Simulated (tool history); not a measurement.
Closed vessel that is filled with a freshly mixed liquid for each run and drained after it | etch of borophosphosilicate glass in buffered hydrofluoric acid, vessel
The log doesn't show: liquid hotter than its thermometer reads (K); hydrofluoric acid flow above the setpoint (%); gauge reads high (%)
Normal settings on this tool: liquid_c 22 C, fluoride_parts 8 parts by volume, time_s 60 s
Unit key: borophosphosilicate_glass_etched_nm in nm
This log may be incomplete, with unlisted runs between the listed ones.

run,hour,liquid_c,fluoride_parts,time_s,wafers since the last listed run,hours since the thermometer was replaced,hours since the hydrofluoric acid flow meter was replaced,hours since the gauge calibration,"read-back film thickness of the borophosphosilicate glass reference wafer, read on the same gauge (nm)",borophosphosilicate_glass_etched_nm
1,0,22,8,60,0,671.7,402.7,1507,60.02,172.79
# hour 84: hydrofluoric acid flow meter replaced
2,100.7,22,8,60,13385,772.4,16.7,1607.7,60.02,173.23
3,190.1,22,8,60,12002,861.8,106.1,1697.1,60,176.07
4,278.1,22,8,60,11814,949.8,194.1,1785.1,60.03,175.59
# hour 452.8: hydrofluoric acid flow meter replaced
5,490.3,20.5,8,60,28354,1162,37.5,1997.3,59.99,160.43
6,537.4,20.5,8,60,6323,1209.1,84.6,2044.4,60,160.14
7,590.3,22,9.5,60,7102,1262,137.5,2097.3,59.99,149.11
8,646.2,22,9.5,60,7504,1317.9,193.4,2153.2,59.99,149.33
9,682.9,22,8,60,4927,1354.6,230.1,2189.9,60,176.28
# hour 757.3: gauge calibrated
10,771.2,25,8,60,11854,1442.9,318.4,13.9,59.99,207.45
11,832.3,25,8,60,8202,1504,379.5,75,60,208.01
# hour 893.7: hydrofluoric acid flow meter replaced
12,914.7,25,8,60,10928,1586.4,21,157.4,60.01,204.72
13,1006.4,23.5,9,75,12311,1678.1,112.7,249.1,59.99,209.65
14,1282.3,22,8,90,37040,1954,388.6,525,60.01,263
# hour 1304.4: hydrofluoric acid flow meter replaced
15,1352.2,22,8,70,9250,2023.9,47.8,594.9,60,205.83
# hour 1355.9: thermometer replaced
16,1405.5,27,8,60,7021,49.6,101.1,648.2,59.99,223.71
17,1489.7,22,8,60,11304,133.8,185.3,732.4,60,172.59
18,1577.1,22,9,80,11733,221.2,272.7,819.8,60.01,202.65
19,1644,20,8,35,8981,288.1,339.6,886.7,59.99,89.06
# hour 1688.6: hydrofluoric acid flow meter replaced
20,1690.8,20,8,30,6148,334.9,2.2,933.5,60,77.54
21,1758.9,22,8,60,9142,403,70.3,1001.6,59.99,172.34
22,1855.3,22,7,60,12942,499.4,166.7,1098,59.98,200.16
23,1951,27,5.5,60,12848,595.1,262.4,1193.7,59.99,323.05
24,2057,20,5.5,45,14230,701.1,368.4,1299.7,60.03,166.71
25,2162.1,17.5,10,30,14110,806.2,473.5,1404.8,60,55.77

Hidden state or all else? Some run-to-run changes of borophosphosilicate_glass_etched_nm, split into what the settings, what came in and random variation would give without the hidden state, and what is left for the hidden state (with any gauge scatter that isn't in both results):
Run 13 -> 14: liquid_c 23.5 -> 22, fluoride_parts 9 -> 8, time_s 75 -> 90. borophosphosilicate_glass_etched_nm +53.35 nm: hidden state +2.7, all else +50.65.
Run 15 -> 16: liquid_c 22 -> 27, time_s 70 -> 60, thermometer replaced. borophosphosilicate_glass_etched_nm +17.88 nm: hidden state -6.34, all else +24.22.
Run 22 -> 23: liquid_c 22 -> 27, fluoride_parts 7 -> 5.5. borophosphosilicate_glass_etched_nm +122.89 nm: hidden state +1.66, all else +121.23.
Run 23 -> 24: liquid_c 27 -> 20, time_s 60 -> 45. borophosphosilicate_glass_etched_nm -156.34 nm: hidden state -1.44, all else -154.9.
